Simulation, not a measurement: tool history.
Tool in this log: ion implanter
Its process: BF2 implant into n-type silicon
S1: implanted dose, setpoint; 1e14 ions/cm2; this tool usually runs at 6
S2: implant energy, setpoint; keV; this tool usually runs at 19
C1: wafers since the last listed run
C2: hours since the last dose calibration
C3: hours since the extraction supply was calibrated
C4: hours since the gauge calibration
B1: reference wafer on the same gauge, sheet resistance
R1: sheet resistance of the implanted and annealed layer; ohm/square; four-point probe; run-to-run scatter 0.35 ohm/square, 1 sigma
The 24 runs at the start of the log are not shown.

{"run": 25, "hour": 1930.7, "S1": 5.11, "S2": 19, "C1": 428, "C2": 1453.7, "C3": 1064.9, "C4": 2482.4, "B1": 268.9, "R1": 254.02}
{"run": 26, "hour": 1982.0, "S1": 5.54, "S2": 19, "C1": 598, "C2": 1505, "C3": 1116.2, "C4": 2533.7, "B1": 268.98, "R1": 243.17}
{"run": 27, "hour": 2043.7, "S1": 5.01, "S2": 19, "C1": 719, "C2": 1566.7, "C3": 1177.9, "C4": 2595.4, "B1": 269.04, "R1": 257.67}
{"run": 28, "hour": 2088.5, "S1": 6, "S2": 19, "C1": 522, "C2": 1611.5, "C3": 1222.7, "C4": 2640.2, "B1": 268.86, "R1": 232.88}
{"hour": 2097.7, "done": "gauge calibrated"}
{"run": 29, "hour": 2160.1, "S1": 4.78, "S2": 15.5, "C1": 835, "C2": 1683.1, "C3": 1294.3, "C4": 62.4, "B1": 268.75, "R1": 278.18}
{"run": 30, "hour": 2267.1, "S1": 7.61, "S2": 21.5, "C1": 1248, "C2": 1790.1, "C3": 1401.3, "C4": 169.4, "B1": 269.03, "R1": 200.85}
{"run": 31, "hour": 2498.4, "S1": 7.29, "S2": 13, "C1": 2698, "C2": 2021.4, "C3": 1632.6, "C4": 400.7, "B1": 269.01, "R1": 243.52}
{"run": 32, "hour": 2578.9, "S1": 6, "S2": 19, "C1": 939, "C2": 2101.9, "C3": 1713.1, "C4": 481.2, "B1": 268.89, "R1": 232}
{"run": 33, "hour": 2618.2, "S1": 5.19, "S2": 14.5, "C1": 458, "C2": 2141.2, "C3": 1752.4, "C4": 520.5, "B1": 269.03, "R1": 270.12}
{"run": 34, "hour": 2682.5, "S1": 7.28, "S2": 14, "C1": 750, "C2": 2205.5, "C3": 1816.7, "C4": 584.8, "B1": 268.93, "R1": 237.11}
{"run": 35, "hour": 2747.4, "S1": 4.94, "S2": 25, "C1": 757, "C2": 2270.4, "C3": 1881.6, "C4": 649.7, "B1": 269.01, "R1": 240.89}
{"run": 36, "hour": 2803.8, "S1": 7.07, "S2": 16, "C1": 658, "C2": 2326.8, "C3": 1938, "C4": 706.1, "B1": 268.89, "R1": 228.28}
{"hour": 2859.7, "done": "Faraday cup replaced and dose calibrated"}
{"run": 37, "hour": 2876.5, "S1": 6, "S2": 19, "C1": 754, "C2": 16.8, "C3": 2010.7, "C4": 778.8, "B1": 268.97, "R1": 232.9}

Alternative continuations, all from the tool just after run 37; predict every row:
{"run": "A", "hour": 2876.9, "S1": 6, "S2": 19, "C1": 4, "C2": 17.2, "C3": 2011.1, "C4": 779.2, "B1": "?", "R1": "?"}
{"run": "B", "hour": 2876.9, "S1": 7.8, "S2": 23.5, "C1": 4, "C2": 17.2, "C3": 2011.1, "C4": 779.2, "B1": "?", "R1": "?"}
{"run": "C", "hour": 2876.9, "S1": 7.22, "S2": 17, "C1": 4, "C2": 17.2, "C3": 2011.1, "C4": 779.2, "B1": "?", "R1": "?"}
{"run": "D", "hour": 2876.9, "S1": 7.06, "S2": 13, "C1": 4, "C2": 17.2, "C3": 2011.1, "C4": 779.2, "B1": "?", "R1": "?"}

run=A B1=269.15 R1=233.78
run=B B1=269.15 R1=192.78
run=C B1=269.15 R1=223.88
run=D B1=269.15 R1=247.4
Had the tool no hidden state, the same runs would have come out as:
run=A R1=235.23
run=B R1=194.35
run=C R1=225.62
run=D R1=249.19
